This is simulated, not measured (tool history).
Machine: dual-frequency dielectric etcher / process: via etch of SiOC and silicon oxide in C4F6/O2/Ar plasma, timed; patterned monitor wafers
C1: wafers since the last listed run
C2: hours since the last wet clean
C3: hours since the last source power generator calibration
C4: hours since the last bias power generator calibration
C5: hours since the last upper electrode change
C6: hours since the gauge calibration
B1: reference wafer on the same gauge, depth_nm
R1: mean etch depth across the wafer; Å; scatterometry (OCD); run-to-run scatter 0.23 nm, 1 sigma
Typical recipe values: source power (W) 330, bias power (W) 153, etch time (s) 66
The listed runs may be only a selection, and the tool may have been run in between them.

run 1 day=0 | source_power_(W)=330 bias_power_(W)=172 etch_time_(s)=66 | C1=0 C2=411.8 C3=3080.6 C4=2210.9 C5=4074.1 C6=434.4 | B1=74.9 | R1=688
run 2 day=0.658 | source_power_(W)=380 bias_power_(W)=153 etch_time_(s)=66 | C1=146 C2=427.6 C3=3096.4 C4=2226.7 C5=4089.9 C6=450.2 | B1=74.9 | R1=681
run 3 day=1.783 | source_power_(W)=380 bias_power_(W)=153 etch_time_(s)=66 | C1=250 C2=454.6 C3=3123.4 C4=2253.7 C5=4116.9 C6=477.2 | B1=75 | R1=682
run 4 day=2.325 | source_power_(W)=380 bias_power_(W)=153 etch_time_(s)=66 | C1=120 C2=467.6 C3=3136.4 C4=2266.7 C5=4129.9 C6=490.2 | B1=74.9 | R1=681
run 5 day=2.967 | source_power_(W)=330 bias_power_(W)=153 etch_time_(s)=56 | C1=142 C2=483 C3=3151.8 C4=2282.1 C5=4145.3 C6=505.6 | B1=75 | R1=555
run 6 day=3.888 | source_power_(W)=330 bias_power_(W)=153 etch_time_(s)=79.5 | C1=205 C2=505.1 C3=3173.9 C4=2304.2 C5=4167.4 C6=527.7 | B1=74.9 | R1=794
-- day=5.162 source power generator calibrated
run 7 day=5.275 | source_power_(W)=330 bias_power_(W)=153 etch_time_(s)=66 | C1=271 C2=538.4 C3=2.7 C4=2337.5 C5=4200.7 C6=561 | B1=75 | R1=660
-- day=5.517 gauge calibrated
run 8 day=6.204 | source_power_(W)=330 bias_power_(W)=165 etch_time_(s)=66 | C1=206 C2=560.7 C3=25 C4=2359.8 C5=4223 C6=16.5 | B1=75 | R1=674
run 9 day=7.067 | source_power_(W)=330 bias_power_(W)=165 etch_time_(s)=66 | C1=192 C2=581.4 C3=45.7 C4=2380.5 C5=4243.7 C6=37.2 | B1=75 | R1=675
run 10 day=8.392 | source_power_(W)=330 bias_power_(W)=165 etch_time_(s)=66 | C1=295 C2=613.2 C3=77.5 C4=2412.3 C5=4275.5 C6=69 | B1=74.9 | R1=672
run 11 day=9.688 | source_power_(W)=390 bias_power_(W)=153 etch_time_(s)=66 | C1=288 C2=644.3 C3=108.6 C4=2443.4 C5=4306.6 C6=100.1 | B1=74.9 | R1=682
run 12 day=10.383 | source_power_(W)=390 bias_power_(W)=153 etch_time_(s)=66 | C1=154 C2=661 C3=125.3 C4=2460.1 C5=4323.3 C6=116.8 | B1=74.9 | R1=682
-- day=11.742 upper electrode replaced
-- day=11.933 wet clean of the chamber
run 13 day=11.954 | source_power_(W)=370 bias_power_(W)=171 etch_time_(s)=58.5 | C1=84 C2=0.5 C3=163 C4=2497.8 C5=5.1 C6=154.5 | B1=74.9 | R1=632
run 14 day=11.975 | source_power_(W)=330 bias_power_(W)=153 etch_time_(s)=51 | C1=4 C2=1 C3=163.5 C4=2498.3 C5=5.6 C6=155 | B1=75 | R1=514
run 15 day=13.012 | source_power_(W)=330 bias_power_(W)=153 etch_time_(s)=66 | C1=231 C2=25.9 C3=188.4 C4=2523.2 C5=30.5 C6=179.9 | B1=75.1 | R1=670
run 16 day=13.658 | source_power_(W)=300 bias_power_(W)=186 etch_time_(s)=66 | C1=143 C2=41.4 C3=203.9 C4=2538.7 C5=46 C6=195.4 | B1=75 | R1=698
run 17 day=14.654 | source_power_(W)=330 bias_power_(W)=153 etch_time_(s)=66 | C1=221 C2=65.3 C3=227.8 C4=2562.6 C5=69.9 C6=219.3 | B1=75.1 | R1=665
run 18 day=15.429 | source_power_(W)=330 bias_power_(W)=170 etch_time_(s)=81 | C1=172 C2=83.9 C3=246.4 C4=2581.2 C5=88.5 C6=237.9 | B1=74.9 | R1=848
run 19 day=16.033 | source_power_(W)=330 bias_power_(W)=182 etch_time_(s)=73 | C1=134 C2=98.4 C3=260.9 C4=2595.7 C5=103 C6=252.4 | B1=75 | R1=784
-- day=16.379 bias power generator calibrated
run 20 day=17.225 | source_power_(W)=330 bias_power_(W)=122 etch_time_(s)=52 | C1=228 C2=127 C3=289.5 C4=20.3 C5=131.6 C6=281 | B1=75 | R1=485
run 21 day=18.296 | source_power_(W)=330 bias_power_(W)=153 etch_time_(s)=59.5 | C1=238 C2=152.7 C3=315.2 C4=46 C5=157.3 C6=306.7 | B1=75.1 | R1=597
run 22 day=18.833 | source_power_(W)=330 bias_power_(W)=153 etch_time_(s)=57.5 | C1=119 C2=165.6 C3=328.1 C4=58.9 C5=170.2 C6=319.6 | B1=75.1 | R1=574
run 23 day=19.333 | source_power_(W)=330 bias_power_(W)=153 etch_time_(s)=66 | C1=111 C2=177.6 C3=340.1 C4=70.9 C5=182.2 C6=331.6 | B1=75 | R1=666
run 24 day=20.075 | source_power_(W)=260 bias_power_(W)=121 etch_time_(s)=85.5 | C1=165 C2=195.4 C3=357.9 C4=88.7 C5=200 C6=349.4 | B1=75 | R1=752
run 25 day=20.821 | source_power_(W)=330 bias_power_(W)=137 etch_time_(s)=72.5 | C1=166 C2=213.3 C3=375.8 C4=106.6 C5=217.9 C6=367.3 | B1=74.9 | R1=702
run 26 day=22.225 | source_power_(W)=330 bias_power_(W)=153 etch_time_(s)=55.5 | C1=312 C2=247 C3=409.5 C4=140.3 C5=251.6 C6=401 | B1=74.9 | R1=559
run 27 day=23.083 | source_power_(W)=290 bias_power_(W)=153 etch_time_(s)=66 | C1=191 C2=267.6 C3=430.1 C4=160.9 C5=272.2 C6=421.6 | B1=74.9 | R1=646
run 28 day=24.321 | source_power_(W)=330 bias_power_(W)=153 etch_time_(s)=66 | C1=275 C2=297.3 C3=459.8 C4=190.6 C5=301.9 C6=451.3 | B1=74.9 | R1=660
run 29 day=25.571 | source_power_(W)=360 bias_power_(W)=175 etch_time_(s)=66 | C1=278 C2=327.3 C3=489.8 C4=220.6 C5=331.9 C6=481.3 | B1=75.2 | R1=707
run 30 day=26.221 | source_power_(W)=330 bias_power_(W)=141 etch_time_(s)=66 | C1=144 C2=342.9 C3=505.4 C4=236.2 C5=347.5 C6=496.9 | B1=75 | R1=644

List, for all runs, the conditions of the tool that the log does not record:
source power that arrives over what is set, %: 0 at every run
bias power that arrives over what is set, %: 0 at every run
gauge reads high (%): 0 at every run
H1: etch rate over this chamber's usual, %
run=1 H1=-0.934
run=2 H1=-0.974
run=3 H1=-1.04
run=4 H1=-1.07
run=5 H1=-1.11
run=6 H1=-1.17
run=7 H1=-1.25
run=8 H1=-1.3
run=9 H1=-1.36
run=10 H1=-1.43
run=11 H1=-1.51
run=12 H1=-1.55
run=13 H1=0.0692
run=14 H1=0.0679
run=15 H1=0.00605
run=16 H1=-0.0325
run=17 H1=-0.0919
run=18 H1=-0.138
run=19 H1=-0.174
run=20 H1=-0.245
run=21 H1=-0.309
run=22 H1=-0.341
run=23 H1=-0.371
run=24 H1=-0.415
run=25 H1=-0.46
run=26 H1=-0.544
run=27 H1=-0.595
run=28 H1=-0.669
run=29 H1=-0.743
run=30 H1=-0.782
